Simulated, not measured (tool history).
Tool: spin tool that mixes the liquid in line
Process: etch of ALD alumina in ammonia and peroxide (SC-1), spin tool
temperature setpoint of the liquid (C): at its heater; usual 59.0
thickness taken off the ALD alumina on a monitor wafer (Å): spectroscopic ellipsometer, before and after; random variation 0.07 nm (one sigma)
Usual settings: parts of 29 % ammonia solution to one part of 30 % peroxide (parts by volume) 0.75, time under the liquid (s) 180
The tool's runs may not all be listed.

| run | hour | temperature setpoint of the liquid (C) | parts of 29 % ammonia solution to one part of 30 % peroxide (parts by volume) | time under the liquid (s) | read-back film thickness of the ALD alumina reference wafer, read on the same gauge (nm) | thickness taken off the ALD alumina on a monitor wafer (Å) |
|---|---|---|---|---|---|---|
| 1 | 0.0 | 56.0 | 0.75 | 180 | 72.09 | 82.0 |
| 2 | 17.9 | 59.0 | 0.75 | 180 | 72.09 | 94.3 |
| 3 | 51.9 | 59.0 | 1.15 | 80 | 72.16 | 44.4 |
| 4 | 66.3 | 59.0 | 0.75 | 180 | 72.13 | 95.9 |
| 5 | 100.3 | 59.0 | 0.75 | 180 | 72.20 | 95.8 |
| 6 | 134.4 | 64.5 | 0.60 | 80 | 72.25 | 55.1 |
| 7 | 218.0 | 59.0 | 0.75 | 180 | 72.32 | 96.2 |
| 8 | 246.1 | 64.0 | 1.05 | 180 | 72.28 | 127.8 |
|  | 272.0 | gauge calibrated |
| 9 | 273.1 | 59.0 | 0.95 | 125 | 69.92 | 65.2 |
|  | 281.1 | new drum of ammonia solution connected |
|  | 293.0 | heated supply line repaired |
| 10 | 299.9 | 59.0 | 0.75 | 95 | 70.19 | 49.1 |
| 11 | 324.8 | 59.0 | 0.40 | 275 | 70.34 | 133.0 |
| 12 | 356.5 | 49.5 | 0.45 | 265 | 70.55 | 78.9 |
| 13 | 391.1 | 59.0 | 0.75 | 180 | 70.74 | 93.1 |
| 14 | 419.1 | 65.5 | 0.75 | 180 | 70.85 | 130.7 |
| 15 | 443.5 | 59.0 | 0.75 | 100 | 71.05 | 52.3 |
|  | 444.6 | ammonia flow meter replaced |
| 16 | 466.2 | 52.0 | 0.65 | 240 | 71.10 | 85.6 |
| 17 | 488.6 | 59.0 | 0.75 | 245 | 71.20 | 127.5 |
| 18 | 501.9 | 52.0 | 0.45 | 265 | 71.29 | 92.3 |
| 19 | 532.6 | 59.0 | 0.75 | 180 | 71.38 | 95.2 |
| 20 | 576.8 | 59.0 | 0.75 | 180 | 71.47 | 95.9 |
| 21 | 610.0 | 50.5 | 0.60 | 150 | 71.60 | 50.1 |
| 22 | 642.5 | 68.5 | 1.05 | 110 | 71.69 | 97.0 |
| 23 | 677.5 | 59.0 | 0.75 | 180 | 71.72 | 95.9 |
| 24 | 762.0 | 59.0 | 0.85 | 180 | 71.87 | 96.2 |
| 25 | 793.6 | 66.0 | 0.75 | 240 | 71.94 | 179.9 |

Some steps in thickness taken off the ALD alumina on a monitor wafer (Å) between neighbouring runs. How much of each would the tool show without its hidden state too (settings, what came in, random variation), and how much is left for the hidden state, with any gauge scatter that isn't in both results?
The hidden state here: liquid hotter than its thermometer reads (K); ammonia flow above the setpoint (%); temperature lost on the way to the wafer (K); ammonia solution weaker than its label (%); gauge reads high (%).
Run 8 -> 9: temperature setpoint of the liquid (C) 64.0 -> 59.0, parts of 29 % ammonia solution to one part of 30 % peroxide (parts by volume) 1.05 -> 0.95, time under the liquid (s) 180 -> 125, gauge calibrated. thickness taken off the ALD alumina on a monitor wafer (Å) -62.6: hidden state -4.2, all else -58.4.
Run 10 -> 11: parts of 29 % ammonia solution to one part of 30 % peroxide (parts by volume) 0.75 -> 0.40, time under the liquid (s) 95 -> 275. thickness taken off the ALD alumina on a monitor wafer (Å) +83.9: hidden state +0.5, all else +83.4.
Run 24 -> 25: temperature setpoint of the liquid (C) 59.0 -> 66.0, parts of 29 % ammonia solution to one part of 30 % peroxide (parts by volume) 0.85 -> 0.75, time under the liquid (s) 180 -> 240. thickness taken off the ALD alumina on a monitor wafer (Å) +83.7: hidden state +2.3, all else +81.4.

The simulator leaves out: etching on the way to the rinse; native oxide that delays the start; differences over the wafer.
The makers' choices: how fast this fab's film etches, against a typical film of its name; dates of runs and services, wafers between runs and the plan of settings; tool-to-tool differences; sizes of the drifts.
